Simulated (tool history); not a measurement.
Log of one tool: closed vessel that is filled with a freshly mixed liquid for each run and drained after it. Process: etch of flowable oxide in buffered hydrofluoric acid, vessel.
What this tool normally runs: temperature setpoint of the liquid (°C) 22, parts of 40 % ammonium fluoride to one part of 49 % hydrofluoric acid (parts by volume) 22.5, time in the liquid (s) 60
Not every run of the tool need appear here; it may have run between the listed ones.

| run | hour | temperature setpoint of the liquid (°C) | parts of 40 % ammonium fluoride to one part of 49 % hydrofluoric acid (parts by volume) | time in the liquid (s) | read-back film thickness of the flowable oxide reference wafer, read on the same gauge (nm) | thickness taken off the flowable oxide on a monitor wafer (nm) |
|---|---|---|---|---|---|---|
| 1 | 0 | 22 | 22.5 | 60 | 50 | 54.13 |
| 2 | 10.2 | 22 | 22.5 | 70 | 49.98 | 63.2 |
| 3 | 21.7 | 19.5 | 17.5 | 60 | 49.99 | 58.63 |
| 4 | 33.8 | 19.5 | 17.5 | 60 | 49.97 | 58.54 |
| 5 | 48.1 | 18.5 | 22.5 | 60 | 49.99 | 44.46 |
| 6 | 64.3 | 18.5 | 22.5 | 60 | 49.99 | 44.92 |
| 7 | 78.2 | 18.5 | 22.5 | 60 | 50.01 | 44.79 |
| 8 | 87.1 | 23 | 22.5 | 60 | 50.01 | 57.68 |
| 9 | 94.1 | 23.5 | 22.5 | 60 | 49.99 | 59.02 |
| 10 | 126.1 | 25.5 | 22.5 | 60 | 49.97 | 66.02 |
| 11 | 137.7 | 25.5 | 22.5 | 60 | 50.02 | 65.83 |
| 12 | 155.5 | 22 | 17.5 | 85 | 49.99 | 95.83 |
|  | 163.1 | hydrofluoric acid flow meter replaced |
| 13 | 170.5 | 23 | 22.5 | 60 | 50 | 57.72 |
| 14 | 189.7 | 25 | 17 | 60 | 50 | 81.54 |
|  | 197.8 | gauge calibrated |
| 15 | 201.8 | 20 | 26.5 | 75 | 50.01 | 54.98 |
| 16 | 211.6 | 18 | 22.5 | 60 | 49.99 | 44.25 |
| 17 | 225.9 | 20.5 | 30 | 80 | 50 | 55.42 |
|  | 235.3 | thermometer replaced |
| 18 | 242.1 | 26.5 | 19 | 90 | 50.01 | 103.5 |
| 19 | 258.2 | 26.5 | 17.5 | 80 | 50 | 100.11 |
| 20 | 270.7 | 20 | 26.5 | 75 | 49.99 | 47.4 |
| 21 | 288.2 | 26.5 | 26.5 | 85 | 50 | 76.87 |
| 22 | 297.4 | 22 | 22.5 | 30 | 49.97 | 23.98 |

Branching from run 22: 3 alternative next runs. What would each branch give?
| A | 298.1 | 22 | 22.5 | 60 | ? | ? |
| B | 298.1 | 20 | 22.5 | 30 | ? | ? |
| C | 298.1 | 24.5 | 26.5 | 30 | ? | ? |

| run | read-back film thickness of the flowable oxide reference wafer, read on the same gauge (nm) | thickness taken off the flowable oxide on a monitor wafer (nm) |
|---|---|---|
| A | 50 | 47.7 |
| B | 50 | 21.33 |
| C | 50 | 24.45 |
What these runs would have given with no unlogged condition in the tool:
| run | thickness taken off the flowable oxide on a monitor wafer (nm) |
|---|---|
| A | 46.99 |
| B | 21.01 |
| C | 24.09 |
